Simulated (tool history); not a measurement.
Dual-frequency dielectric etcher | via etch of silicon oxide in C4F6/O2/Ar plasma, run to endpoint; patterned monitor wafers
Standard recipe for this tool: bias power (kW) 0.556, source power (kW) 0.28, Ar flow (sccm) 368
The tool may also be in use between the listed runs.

run   hour  bias power (kW)  source power (kW)  Ar flow (sccm)  wafers since the last listed run  hours since the last wet clean  hours since the last bias power generator calibration  hours since the last source power generator calibration  hours since the last Ar flow controller change  hours since the last upper electrode change  incoming incoming film thickness, nm  endpoint time (s)
  1      0            0.649               0.28             368                                 0                           268.7                                                 4183.4                                                   1818.9                                          4383.8                                       1961.7                                 129.1               26.1
  2   69.1            0.649               0.28             368                               653                           337.8                                                 4252.5                                                     1888                                          4452.9                                       2030.8                                 129.6               26.1
       162  -- upper electrode replaced
  3  162.5            0.649               0.28             368                               656                           431.2                                                 4345.9                                                   1981.4                                          4546.3                                          0.5                                 128.6               25.8
  4  167.2            0.556               0.28             368                                44                           435.9                                                 4350.6                                                   1986.1                                            4551                                          5.2                                   129               28.1
     233.8  -- Ar flow controller replaced
     234.4  -- wet clean of the chamber
  5  264.6            0.556               0.28             368                               859                            30.2                                                   4448                                                   2083.5                                            30.8                                        102.6                                 130.3               28.8
     276.2  -- source power generator calibrated
  6  288.6            0.556               0.28             368                               189                            54.2                                                   4472                                                     12.4                                            54.8                                        126.6                                 129.3               28.6
  7  309.2            0.556               0.28             368                               194                            74.8                                                 4492.6                                                       33                                            75.4                                        147.2                                 128.8               28.5
     324.4  -- bias power generator calibrated
  8  340.4            0.477               0.23             452                               257                             106                                                     16                                                     64.2                                           106.6                                        178.4                                   130               34.9
  9  358.1            0.556               0.28             368                               167                           123.7                                                   33.7                                                     81.9                                           124.3                                        196.1                                 129.9               28.6
 10  386.5            0.556               0.28             422                               268                           152.1                                                   62.1                                                    110.3                                           152.7                                        224.5                                 128.9               28.7
 11  403.8            0.631               0.28             412                               163                           169.4                                                   79.4                                                    127.6                                             170                                        241.8                                 128.4               26.9
 12  431.2            0.556               0.35             441                               259                           196.8                                                  106.8                                                      155                                           197.4                                        269.2                                 128.7               26.1
 13  457.8            0.556               0.28             287                               251                           223.4                                                  133.4                                                    181.6                                             224                                        295.8                                 128.2               26.6
 14  478.4            0.556               0.28             344                               194                             244                                                    154                                                    202.2                                           244.6                                        316.4                                 128.2               27.2
 15  493.4            0.556               0.28             368                               141                             259                                                    169                                                    217.2                                           259.6                                        331.4                                 129.2               28.4

Predict each of these 4 candidate next runs independently; none follows another, all start after run 15:
  A  493.8            0.556               0.28             368                                 3                           259.4                                                  169.4                                                    217.6                                             260                                        331.8                                 130.6                  ?
  B  493.8            0.486               0.34             433                                 3                           259.4                                                  169.4                                                    217.6                                             260                                        331.8                                 130.6                  ?
  C  493.8            0.556               0.24             368                                 3                           259.4                                                  169.4                                                    217.6                                             260                                        331.8                                 130.6                  ?
  D  493.8            0.435               0.28             368                                 3                           259.4                                                  169.4                                                    217.6                                             260                                        331.8                                 130.6                  ?

run  endpoint time (s)
  A               28.6
  B               28.5
  C               30.8
  D               31.9
With no hidden state in the tool, these same runs would have given:
run  endpoint time (s)
  A               29.2
  B               29.1
  C               31.5
  D               32.6
